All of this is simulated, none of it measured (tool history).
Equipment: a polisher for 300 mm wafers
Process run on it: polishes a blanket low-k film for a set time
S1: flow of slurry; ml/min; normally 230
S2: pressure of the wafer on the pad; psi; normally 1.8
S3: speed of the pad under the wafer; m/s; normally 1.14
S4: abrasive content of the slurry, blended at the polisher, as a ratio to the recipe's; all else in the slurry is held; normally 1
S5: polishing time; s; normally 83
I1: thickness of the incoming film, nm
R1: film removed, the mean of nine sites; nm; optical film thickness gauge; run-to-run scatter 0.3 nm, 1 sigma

run,hour,S1,S2,S3,S4,S5,I1,R1
1,0,230,1.8,1.14,1,83,378.1,27.9
2,9.5,230,1.8,1.14,1,83,374.6,27.7
3,17.7,230,1.8,1.14,1,83,365.9,27.4
# hour 20.3: slurry blender recalibrated
4,34.9,230,1.8,1.14,0.9,83,369.4,25.7
# hour 40.4: conditioning disc replaced and pad reconditioned
# hour 47.4: worn pad replaced by a new one, repeated, since the last time left the tool worse
5,51.4,230,1.8,1.14,0.9,83,374.1,31.5
6,59.5,230,1.8,1.14,0.9,83,369.1,31.1
# hour 63.7: slurry nozzle cleaned
7,73,230,1.8,1.14,1,83,368,32.8
8,83.2,230,1.8,1.14,1,83,373.8,32.6
9,95.8,190,1.8,1.14,1,83,371.9,32.1
10,113.2,260,1.8,0.92,0.8,83,375.1,23.7
11,129.4,230,1.8,0.96,0.75,83,371.7,22.3
# hour 138.5: worn pad replaced by a new one
12,145.2,230,1.8,1.14,1,83,375.4,33.3
13,155.2,230,1.8,0.88,1,83,364.6,26.5
14,162.8,230,1.8,1.14,1,83,370.9,32.4
15,179.8,230,2.1,0.74,1,60,368.9,18.2
16,194.3,230,1.8,1.14,1,83,367.6,31.9
17,205.9,230,1.8,1.14,1,83,377.6,32.3
18,221.9,260,1.8,1.14,1,83,369.6,31.8
# hour 236: worn pad replaced by a new one
19,236.5,230,1.8,1.14,1,65,369.6,25.4
20,242.8,230,2.2,1.14,1,67,365.4,30.1
# hour 255.4: head pressure recalibrated
21,258.7,230,1.8,1.14,1,83,371.6,32.5
22,270.9,285,1.8,0.9,1,70,365.3,23.2
23,282.5,230,1.8,0.9,1,55,368.2,17.7
24,319.8,250,2.2,1.44,1,83,364.3,43.1
# hour 325.1: worn pad replaced by a new one
25,333.6,230,2.1,0.74,1,60,371.8,18.6
26,345.3,230,2.1,1.48,1,83,373.2,44.8
27,357.7,255,2.3,0.92,0.9,83,363.8,30.2

Predict each of these 3 candidate next runs independently; none follows another, all start after run 27:
A,358.1,230,1.8,1.38,1,83,367,?
B,358.1,230,1.8,1.48,1,83,367,?
C,358.1,175,1.3,1.52,0.9,83,367,?

run,R1
A,38.5
B,40.7
C,31.7
Without the tool's unlogged condition, the same runs would have read:
run,R1
A,38.8
B,41.1
C,32

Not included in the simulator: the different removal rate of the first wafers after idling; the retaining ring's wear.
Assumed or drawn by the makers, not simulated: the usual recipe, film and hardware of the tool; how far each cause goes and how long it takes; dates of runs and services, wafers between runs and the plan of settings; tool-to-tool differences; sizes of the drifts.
